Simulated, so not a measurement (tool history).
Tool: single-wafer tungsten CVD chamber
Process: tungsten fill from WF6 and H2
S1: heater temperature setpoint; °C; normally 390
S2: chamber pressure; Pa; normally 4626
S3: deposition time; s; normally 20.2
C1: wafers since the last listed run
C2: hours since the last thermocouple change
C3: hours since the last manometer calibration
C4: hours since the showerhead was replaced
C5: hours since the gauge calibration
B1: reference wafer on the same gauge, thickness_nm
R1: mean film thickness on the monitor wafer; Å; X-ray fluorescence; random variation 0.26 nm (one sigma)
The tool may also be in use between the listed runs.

run,day,S1,S2,S3,C1,C2,C3,C4,C5,B1,R1
1,0.000,390,4626,20.2,0,2217.7,1746.7,3010.0,308.4,51.781,520.00
2,1.658,390,4626,20.2,1213,2257.5,1786.5,3049.8,348.2,51.862,523.01
3,3.342,390,4626,20.2,1232,2297.9,1826.9,3090.2,388.6,51.795,522.32
4,6.212,390,4626,20.2,2101,2366.8,1895.8,3159.1,457.5,51.945,526.11
5,7.542,390,4626,18.4,972,2398.7,1927.7,3191.0,489.4,52.155,474.06
6,9.504,390,4626,18.4,1436,2445.8,1974.8,3238.1,536.5,52.073,477.47
7,11.188,398,4626,20.2,1232,2486.2,2015.2,3278.5,576.9,52.257,629.49
8,12.204,390,4893,20.2,744,2510.6,2039.6,3302.9,601.3,52.050,535.82
9,13.921,390,4893,20.2,1256,2551.8,2080.8,3344.1,642.5,52.228,537.30
10,15.725,390,4626,20.2,1320,2595.1,2124.1,3387.4,685.8,52.252,527.41
11,18.354,390,4626,20.2,1924,2658.2,2187.2,3450.5,748.9,52.220,525.91
12,20.196,390,4626,20.2,1348,2702.4,2231.4,3494.7,793.1,52.314,527.92
# day 22.504: thermocouple changed; heater temperature recalibrated
# day 24.454: gauge calibrated
# day 26.167: capacitance manometer re-zeroed and calibrated
13,27.121,385,4066,20.2,4581,110.8,22.9,3660.9,64.0,50.812,440.71
14,29.446,385,4066,20.2,1701,166.6,78.7,3716.7,119.8,51.109,439.98
15,31.350,390,3533,20.2,1393,212.3,124.4,3762.4,165.5,51.354,470.79
16,33.850,376,4626,20.2,1829,272.3,184.4,3822.4,225.5,51.569,377.09
17,36.262,396,3986,20.2,1765,330.2,242.3,3880.3,283.4,51.526,562.51
18,38.042,390,3760,20.2,1302,372.9,285.0,3923.0,326.1,51.836,485.30
# day 38.425: showerhead replaced
19,39.283,390,5333,16.2,664,402.7,314.8,20.6,355.9,51.635,438.87
20,40.654,377,4626,22.1,1003,435.6,347.7,53.5,388.8,51.861,427.04
21,42.950,381,4053,22.5,1680,490.7,402.8,108.6,443.9,51.954,454.62
22,46.767,384,5746,17.6,2793,582.3,494.4,200.2,535.5,52.084,431.48
23,48.638,390,4626,20.2,1369,627.2,539.3,245.1,580.4,52.192,525.26
24,51.512,390,4626,20.2,2104,696.2,608.3,314.1,649.4,52.218,524.97
25,53.925,402,4200,22.7,1765,754.1,666.2,372.0,707.3,52.279,735.13
26,55.896,390,4626,20.2,1442,801.4,713.5,419.3,754.6,52.244,522.67
27,58.600,390,5586,22.5,1979,866.3,778.4,484.2,819.5,52.211,623.18
28,61.558,390,4626,23.8,2165,937.3,849.4,555.2,890.5,52.184,621.12
29,62.846,390,4626,20.2,942,968.2,880.3,586.1,921.4,52.356,522.02

What if the next run were any one of these 4? Each begins from the tool's condition after run 29:
A,62.862,390,4626,20.2,12,968.6,880.7,586.5,921.8,?,?
B,62.862,401,5706,22.0,12,968.6,880.7,586.5,921.8,?,?
C,62.862,395,4626,20.2,12,968.6,880.7,586.5,921.8,?,?
D,62.862,394,5453,17.2,12,968.6,880.7,586.5,921.8,?,?

run,B1,R1
A,52.251,526.69
B,52.251,779.54
C,52.251,586.69
D,52.251,517.33
With the hidden condition removed and each run's random variation left untouched, the same runs would have given:
run,R1
A,507.31
B,750.86
C,565.10
D,498.30

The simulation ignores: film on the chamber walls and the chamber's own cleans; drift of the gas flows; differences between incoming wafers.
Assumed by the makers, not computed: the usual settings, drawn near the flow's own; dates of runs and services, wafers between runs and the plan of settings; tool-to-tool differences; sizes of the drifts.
